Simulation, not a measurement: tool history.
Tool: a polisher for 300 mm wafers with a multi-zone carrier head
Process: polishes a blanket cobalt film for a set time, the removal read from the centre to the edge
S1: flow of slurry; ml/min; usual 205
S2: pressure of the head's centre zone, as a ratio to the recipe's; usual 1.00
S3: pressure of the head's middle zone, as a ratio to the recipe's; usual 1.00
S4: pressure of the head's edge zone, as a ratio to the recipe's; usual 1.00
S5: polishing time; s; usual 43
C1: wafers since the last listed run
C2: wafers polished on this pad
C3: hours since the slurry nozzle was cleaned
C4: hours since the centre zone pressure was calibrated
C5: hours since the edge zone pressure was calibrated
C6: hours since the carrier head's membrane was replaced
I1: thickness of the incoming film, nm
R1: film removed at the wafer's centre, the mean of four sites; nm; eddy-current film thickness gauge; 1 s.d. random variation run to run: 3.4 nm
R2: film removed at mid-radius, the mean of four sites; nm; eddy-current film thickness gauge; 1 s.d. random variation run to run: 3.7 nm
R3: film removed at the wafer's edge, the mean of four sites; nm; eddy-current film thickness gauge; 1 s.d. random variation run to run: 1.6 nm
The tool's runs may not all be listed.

run 1 hour=0.0 | S1=205 S2=1.00 S3=1.00 S4=1.00 S5=43 | C1=0 C2=655 C3=385.1 C4=93.1 C5=684.6 C6=1262.4 | I1=1506.9 | R1=243.2 R2=242.9 R3=250.6
run 2 hour=31.0 | S1=205 S2=1.00 S3=1.00 S4=1.00 S5=43 | C1=218 C2=873 C3=416.1 C4=124.1 C5=715.6 C6=1293.4 | I1=1508.2 | R1=248.9 R2=245.3 R3=249.9
run 3 hour=76.1 | S1=205 S2=1.00 S3=1.00 S4=1.00 S5=43 | C1=317 C2=1191 C3=461.2 C4=169.2 C5=760.7 C6=1338.5 | I1=1528.0 | R1=251.0 R2=249.8 R3=246.3
run 4 hour=125.4 | S1=205 S2=1.00 S3=1.00 S4=1.00 S5=43 | C1=346 C2=1538 C3=510.5 C4=218.5 C5=810.0 C6=1387.8 | I1=1522.6 | R1=252.1 R2=243.4 R3=249.5
-- hour=143.9 worn pad replaced by a new one
run 5 hour=194.4 | S1=205 S2=1.00 S3=1.00 S4=1.00 S5=43 | C1=457 C2=355 C3=579.5 C4=287.5 C5=879.0 C6=1456.8 | I1=1488.9 | R1=243.5 R2=246.7 R3=248.9
run 6 hour=249.3 | S1=205 S2=1.07 S3=1.00 S4=1.00 S5=43 | C1=386 C2=741 C3=634.4 C4=342.4 C5=933.9 C6=1511.7 | I1=1488.7 | R1=261.5 R2=244.0 R3=246.4
-- hour=275.2 edge zone pressure recalibrated
run 7 hour=292.5 | S1=205 S2=1.00 S3=1.00 S4=1.00 S5=43 | C1=289 C2=1031 C3=677.6 C4=385.6 C5=17.3 C6=1554.9 | I1=1518.5 | R1=249.8 R2=248.5 R3=246.1
run 8 hour=354.4 | S1=205 S2=1.00 S3=1.00 S4=1.00 S5=43 | C1=435 C2=1467 C3=739.5 C4=447.5 C5=79.2 C6=1616.8 | I1=1509.9 | R1=244.9 R2=246.5 R3=245.6
-- hour=388.0 worn pad replaced by a new one
-- hour=389.5 carrier head's membrane replaced by a new one
run 9 hour=409.9 | S1=205 S2=1.00 S3=1.00 S4=1.00 S5=43 | C1=351 C2=143 C3=795.0 C4=503.0 C5=134.7 C6=20.4 | I1=1532.3 | R1=246.5 R2=247.1 R3=245.5
run 10 hour=451.7 | S1=205 S2=1.00 S3=1.00 S4=1.00 S5=43 | C1=294 C2=437 C3=836.8 C4=544.8 C5=176.5 C6=62.2 | I1=1504.9 | R1=245.3 R2=239.2 R3=244.6
run 11 hour=475.9 | S1=205 S2=0.90 S3=0.94 S4=0.92 S5=43 | C1=170 C2=607 C3=861.0 C4=569.0 C5=200.7 C6=86.4 | I1=1508.9 | R1=225.6 R2=234.0 R3=240.6
-- hour=487.3 slurry nozzle cleaned
run 12 hour=501.7 | S1=205 S2=1.00 S3=1.00 S4=0.95 S5=43 | C1=174 C2=782 C3=14.4 C4=594.8 C5=226.5 C6=112.2 | I1=1542.8 | R1=230.7 R2=229.4 R3=233.4
run 13 hour=570.5 | S1=205 S2=1.00 S3=1.10 S4=1.11 S5=43 | C1=484 C2=1266 C3=83.2 C4=663.6 C5=295.3 C6=181.0 | I1=1525.9 | R1=225.7 R2=245.0 R3=240.7
run 14 hour=611.4 | S1=205 S2=1.00 S3=1.00 S4=1.00 S5=43 | C1=287 C2=1554 C3=124.1 C4=704.5 C5=336.2 C6=221.9 | I1=1509.7 | R1=227.9 R2=221.4 R3=232.0
-- hour=665.7 centre zone pressure recalibrated
-- hour=666.2 worn pad replaced by a new one
run 15 hour=680.7 | S1=205 S2=1.00 S3=1.00 S4=1.00 S5=43 | C1=469 C2=102 C3=193.4 C4=15.0 C5=405.5 C6=291.2 | I1=1499.3 | R1=218.6 R2=219.2 R3=228.2
-- hour=692.8 slurry nozzle cleaned, repeated, since the last time left the tool worse
run 16 hour=724.7 | S1=205 S2=1.00 S3=0.92 S4=1.00 S5=36 | C1=302 C2=404 C3=31.9 C4=59.0 C5=449.5 C6=335.2 | I1=1503.0 | R1=215.4 R2=199.2 R3=212.3
run 17 hour=775.3 | S1=275 S2=1.00 S3=1.00 S4=1.00 S5=52 | C1=356 C2=760 C3=82.5 C4=109.6 C5=500.1 C6=385.8 | I1=1517.0 | R1=324.3 R2=312.7 R3=312.8
run 18 hour=803.7 | S1=205 S2=1.03 S3=1.00 S4=1.00 S5=43 | C1=199 C2=960 C3=110.9 C4=138.0 C5=528.5 C6=414.2 | I1=1482.7 | R1=258.1 R2=250.3 R3=252.1
run 19 hour=847.1 | S1=205 S2=1.00 S3=1.00 S4=1.00 S5=43 | C1=305 C2=1266 C3=154.3 C4=181.4 C5=571.9 C6=457.6 | I1=1496.8 | R1=247.7 R2=247.6 R3=251.6
run 20 hour=883.4 | S1=205 S2=1.00 S3=1.03 S4=1.00 S5=43 | C1=255 C2=1521 C3=190.6 C4=217.7 C5=608.2 C6=493.9 | I1=1505.5 | R1=248.8 R2=257.6 R3=248.7
-- hour=895.4 worn pad replaced by a new one
run 21 hour=914.3 | S1=140 S2=1.08 S3=0.89 S4=1.00 S5=29 | C1=189 C2=133 C3=221.5 C4=248.6 C5=639.1 C6=524.8 | I1=1493.0 | R1=167.1 R2=142.9 R3=159.0
run 22 hour=1128.9 | S1=205 S2=1.00 S3=0.89 S4=1.00 S5=43 | C1=1510 C2=1643 C3=436.1 C4=463.2 C5=853.7 C6=739.4 | I1=1505.0 | R1=249.1 R2=221.8 R3=248.7

Branching from run 22: 4 alternative next runs. What would each branch give?
run A hour=1129.3 | S1=205 S2=1.00 S3=1.00 S4=1.00 S5=43 | C1=2 C2=1646 C3=436.5 C4=463.6 C5=854.1 C6=739.8 | I1=1487.8 | R1=? R2=? R3=?
run B hour=1129.3 | S1=140 S2=1.07 S3=0.97 S4=1.00 S5=28 | C1=2 C2=1646 C3=436.5 C4=463.6 C5=854.1 C6=739.8 | I1=1487.8 | R1=? R2=? R3=?
run C hour=1129.3 | S1=230 S2=1.00 S3=0.89 S4=1.00 S5=43 | C1=2 C2=1646 C3=436.5 C4=463.6 C5=854.1 C6=739.8 | I1=1487.8 | R1=? R2=? R3=?
run D hour=1129.3 | S1=205 S2=0.96 S3=1.00 S4=1.00 S5=50 | C1=2 C2=1646 C3=436.5 C4=463.6 C5=854.1 C6=739.8 | I1=1487.8 | R1=? R2=? R3=?

run=A R1=253.1 R2=249.3 R3=247.0
run=B R1=160.3 R2=145.5 R3=151.6
run=C R1=258.5 R2=230.7 R3=250.9
run=D R1=282.4 R2=290.0 R3=287.2
Stripped of hidden state, with their random variation kept, the same runs would have yielded:
run=A R1=263.7 R2=258.7 R3=253.7
run=B R1=170.4 R2=153.4 R3=157.4
run=C R1=268.2 R2=238.3 R3=257.1
run=D R1=294.3 R2=300.8 R3=295.0
